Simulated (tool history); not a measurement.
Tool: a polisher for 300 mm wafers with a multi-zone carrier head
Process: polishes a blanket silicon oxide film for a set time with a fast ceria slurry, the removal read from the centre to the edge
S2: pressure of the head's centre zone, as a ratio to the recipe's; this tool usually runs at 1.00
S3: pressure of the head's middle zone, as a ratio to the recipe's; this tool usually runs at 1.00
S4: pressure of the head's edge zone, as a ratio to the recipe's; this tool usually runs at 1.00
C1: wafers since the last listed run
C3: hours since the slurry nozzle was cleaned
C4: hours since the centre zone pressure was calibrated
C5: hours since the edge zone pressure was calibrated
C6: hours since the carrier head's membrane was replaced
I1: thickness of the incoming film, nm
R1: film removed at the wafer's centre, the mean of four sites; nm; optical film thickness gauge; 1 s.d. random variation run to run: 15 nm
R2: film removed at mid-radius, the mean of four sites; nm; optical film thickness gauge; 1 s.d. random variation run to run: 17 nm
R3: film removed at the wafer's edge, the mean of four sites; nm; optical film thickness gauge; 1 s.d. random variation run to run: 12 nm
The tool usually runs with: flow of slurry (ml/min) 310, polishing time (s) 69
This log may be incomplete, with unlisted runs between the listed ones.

run 1 hour=0.0 | flow_of_slurry_(ml/min)=310 S2=1.00 S3=1.00 S4=1.00 polishing_time_(s)=69 | C1=0 wafers_polished_on_this_pad=1611 C3=313.4 C4=825.6 C5=803.9 C6=524.2 | I1=3514.9 | R1=1392.0 R2=1231.4 R3=1269.9
-- hour=8.7 worn pad replaced by a new one
run 2 hour=27.8 | flow_of_slurry_(ml/min)=310 S2=1.00 S3=1.00 S4=1.00 polishing_time_(s)=69 | C1=206 wafers_polished_on_this_pad=166 C3=341.2 C4=853.4 C5=831.7 C6=552.0 | I1=3547.8 | R1=1373.2 R2=1232.3 R3=1271.2
-- hour=53.7 carrier head's membrane replaced by a new one
run 3 hour=56.5 | flow_of_slurry_(ml/min)=310 S2=1.00 S3=1.00 S4=1.00 polishing_time_(s)=69 | C1=206 wafers_polished_on_this_pad=372 C3=369.9 C4=882.1 C5=860.4 C6=2.8 | I1=3463.6 | R1=1387.1 R2=1252.2 R3=1277.7
run 4 hour=105.5 | flow_of_slurry_(ml/min)=310 S2=1.00 S3=1.00 S4=1.00 polishing_time_(s)=69 | C1=425 wafers_polished_on_this_pad=798 C3=418.9 C4=931.1 C5=909.4 C6=51.8 | I1=3464.4 | R1=1366.7 R2=1225.3 R3=1279.5
run 5 hour=146.3 | flow_of_slurry_(ml/min)=310 S2=1.00 S3=1.00 S4=1.00 polishing_time_(s)=69 | C1=354 wafers_polished_on_this_pad=1153 C3=459.7 C4=971.9 C5=950.2 C6=92.6 | I1=3484.8 | R1=1366.8 R2=1218.7 R3=1273.7
-- hour=182.3 worn pad replaced by a new one
run 6 hour=182.8 | flow_of_slurry_(ml/min)=310 S2=1.00 S3=1.00 S4=1.00 polishing_time_(s)=69 | C1=282 wafers_polished_on_this_pad=3 C3=496.2 C4=1008.4 C5=986.7 C6=129.1 | I1=3473.0 | R1=1382.5 R2=1209.1 R3=1284.7
run 7 hour=213.5 | flow_of_slurry_(ml/min)=310 S2=1.00 S3=0.91 S4=0.97 polishing_time_(s)=69 | C1=266 wafers_polished_on_this_pad=270 C3=526.9 C4=1039.1 C5=1017.4 C6=159.8 | I1=3510.9 | R1=1375.7 R2=1146.9 R3=1247.1
run 8 hour=283.3 | flow_of_slurry_(ml/min)=310 S2=1.00 S3=0.91 S4=0.97 polishing_time_(s)=69 | C1=606 wafers_polished_on_this_pad=877 C3=596.7 C4=1108.9 C5=1087.2 C6=229.6 | I1=3481.5 | R1=1390.3 R2=1127.7 R3=1239.1
run 9 hour=339.7 | flow_of_slurry_(ml/min)=310 S2=1.00 S3=1.00 S4=1.00 polishing_time_(s)=69 | C1=490 wafers_polished_on_this_pad=1367 C3=653.1 C4=1165.3 C5=1143.6 C6=286.0 | I1=3542.6 | R1=1397.0 R2=1231.4 R3=1280.0
-- hour=368.6 worn pad replaced by a new one
run 10 hour=378.8 | flow_of_slurry_(ml/min)=310 S2=1.00 S3=1.00 S4=1.00 polishing_time_(s)=69 | C1=305 wafers_polished_on_this_pad=88 C3=692.2 C4=1204.4 C5=1182.7 C6=325.1 | I1=3522.2 | R1=1403.7 R2=1241.5 R3=1293.5
run 11 hour=415.8 | flow_of_slurry_(ml/min)=310 S2=1.00 S3=1.00 S4=0.90 polishing_time_(s)=85 | C1=321 wafers_polished_on_this_pad=410 C3=729.2 C4=1241.4 C5=1219.7 C6=362.1 | I1=3483.9 | R1=1731.3 R2=1539.3 R3=1500.3
-- hour=455.5 slurry nozzle cleaned
run 12 hour=476.8 | flow_of_slurry_(ml/min)=260 S2=1.08 S3=1.00 S4=1.00 polishing_time_(s)=69 | C1=521 wafers_polished_on_this_pad=931 C3=21.3 C4=1302.4 C5=1280.7 C6=423.1 | I1=3510.1 | R1=1465.8 R2=1174.0 R3=1238.3
run 13 hour=512.3 | flow_of_slurry_(ml/min)=310 S2=1.04 S3=1.00 S4=1.00 polishing_time_(s)=69 | C1=308 wafers_polished_on_this_pad=1240 C3=56.8 C4=1337.9 C5=1316.2 C6=458.6 | I1=3485.5 | R1=1487.5 R2=1189.1 R3=1281.1
-- hour=521.2 worn pad replaced by a new one
run 14 hour=567.4 | flow_of_slurry_(ml/min)=310 S2=1.00 S3=1.00 S4=1.00 polishing_time_(s)=69 | C1=444 wafers_polished_on_this_pad=401 C3=111.9 C4=1393.0 C5=1371.3 C6=513.7 | I1=3470.9 | R1=1407.9 R2=1234.5 R3=1277.2
-- hour=600.4 edge zone pressure recalibrated
-- hour=622.1 centre zone pressure recalibrated
run 15 hour=631.8 | flow_of_slurry_(ml/min)=310 S2=1.00 S3=1.00 S4=1.00 polishing_time_(s)=60 | C1=525 wafers_polished_on_this_pad=926 C3=176.3 C4=9.7 C5=31.4 C6=578.1 | I1=3471.5 | R1=1071.5 R2=1072.6 R3=1117.3
-- hour=650.6 carrier head's membrane replaced by a new one
-- hour=692.4 worn pad replaced by a new one
run 16 hour=692.9 | flow_of_slurry_(ml/min)=310 S2=1.07 S3=0.90 S4=1.00 polishing_time_(s)=69 | C1=452 wafers_polished_on_this_pad=4 C3=237.4 C4=70.8 C5=92.5 C6=42.3 | I1=3552.6 | R1=1373.8 R2=1136.2 R3=1243.7
run 17 hour=726.7 | flow_of_slurry_(ml/min)=310 S2=1.00 S3=1.00 S4=1.00 polishing_time_(s)=69 | C1=293 wafers_polished_on_this_pad=298 C3=271.2 C4=104.6 C5=126.3 C6=76.1 | I1=3511.3 | R1=1276.3 R2=1216.3 R3=1259.8
run 18 hour=756.7 | flow_of_slurry_(ml/min)=395 S2=1.10 S3=1.08 S4=1.00 polishing_time_(s)=51 | C1=260 wafers_polished_on_this_pad=559 C3=301.2 C4=134.6 C5=156.3 C6=106.1 | I1=3517.2 | R1=1091.9 R2=972.1 R3=931.7
run 19 hour=827.9 | flow_of_slurry_(ml/min)=310 S2=1.00 S3=1.00 S4=0.93 polishing_time_(s)=53 | C1=618 wafers_polished_on_this_pad=1178 C3=372.4 C4=205.8 C5=227.5 C6=177.3 | I1=3555.8 | R1=984.4 R2=937.2 R3=963.9
-- hour=866.8 worn pad replaced by a new one
run 20 hour=867.3 | flow_of_slurry_(ml/min)=310 S2=1.00 S3=1.00 S4=1.10 polishing_time_(s)=69 | C1=307 wafers_polished_on_this_pad=4 C3=411.8 C4=245.2 C5=266.9 C6=216.7 | I1=3498.1 | R1=1276.1 R2=1217.6 R3=1320.2

What would each run have given without the hidden state, its run-to-run variation left as it was?
The hidden state here: removal rate lost through wear of the pad, %; slurry flow missing at the pad, %; deviation of the centre zone's pressure from its setpoint, %; deviation of the edge zone's pressure from its setpoint, %.
run=1 R1=1261.0
run=2 R1=1242.5
run=3 R1=1253.6
run=4 R1=1233.0
run=5 R1=1231.3
run=6 R1=1244.0
run=7 R1=1236.8
run=8 R1=1247.6
run=9 R1=1251.9
run=10 R1=1256.9
run=11 R1=1549.2
run=12 R1=1311.1
run=13 R1=1329.2
run=14 R1=1256.7
run=15 R1=1076.5
run=16 R1=1360.6
run=17 R1=1255.0
run=18 R1=1067.5
run=19 R1=950.2
run=20 R1=1224.2
R2: within 0.9 nm of the measured result in every run.
R3: as measured in every run.
